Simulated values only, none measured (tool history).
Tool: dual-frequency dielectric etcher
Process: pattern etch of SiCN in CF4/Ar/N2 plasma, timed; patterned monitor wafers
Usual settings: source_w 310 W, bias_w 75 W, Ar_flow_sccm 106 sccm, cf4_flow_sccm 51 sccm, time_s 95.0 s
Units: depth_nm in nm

run	hour	source_w	bias_w	Ar_flow_sccm	cf4_flow_sccm	time_s	read-back reference wafer on the same gauge, depth_nm	depth_nm
1	0.0	310	75	106	51	95.0	59.0	50.4
2	25.6	310	75	106	51	95.0	59.0	50.3
3	45.8	310	75	106	51	95.0	59.0	50.1
4	78.8	310	75	106	51	95.0	59.1	50.3
# hour 117.2: upper electrode replaced
# hour 146.5: wet clean of the chamber
5	147.0	310	75	106	51	95.0	59.0	50.5
6	163.1	310	75	106	51	95.0	59.0	50.3
7	176.2	310	70	106	51	95.0	59.0	49.1
# hour 178.6: gauge calibrated
# hour 185.3: bias power generator calibrated
8	188.5	310	70	106	51	95.0	59.0	49.1
9	221.3	310	75	106	51	115.0	59.0	60.9
10	257.3	310	75	106	51	95.0	59.0	50.0
11	290.3	370	75	91	46	102.5	59.0	61.2
12	318.8	310	75	106	51	95.0	59.0	49.9
# hour 335.6: CF4 flow controller replaced
13	336.1	310	75	106	51	95.0	59.0	49.9
14	349.9	270	75	123	51	106.5	59.0	50.3
# hour 371.6: Ar flow controller replaced
15	385.1	340	81	125	64	95.0	59.0	55.2
16	398.1	310	75	95	51	95.0	58.9	50.7
# hour 407.1: source power generator calibrated
17	428.3	280	75	106	51	109.0	59.0	55.9
18	445.4	310	75	106	51	95.0	59.0	52.1
19	475.9	340	81	125	64	95.0	59.0	57.5
20	493.1	310	75	117	51	95.0	59.0	51.3
# hour 532.4: wet clean of the chamber
21	532.9	370	57	106	51	95.0	59.0	53.2
22	539.7	310	75	116	62	95.0	58.9	52.9

Forecast each of these 3 alternatives for the next run:
A	540.1	310	75	106	51	95.0	?	?
B	540.1	260	68	88	51	95.0	?	?
C	540.1	250	68	106	51	95.0	?	?

run	read-back reference wafer on the same gauge, depth_nm	depth_nm
A	59.0	51.7
B	59.0	45.6
C	59.0	43.5
Without the tool's hidden state the same runs would have given:
run	depth_nm
A	51.7
B	45.6
C	43.5
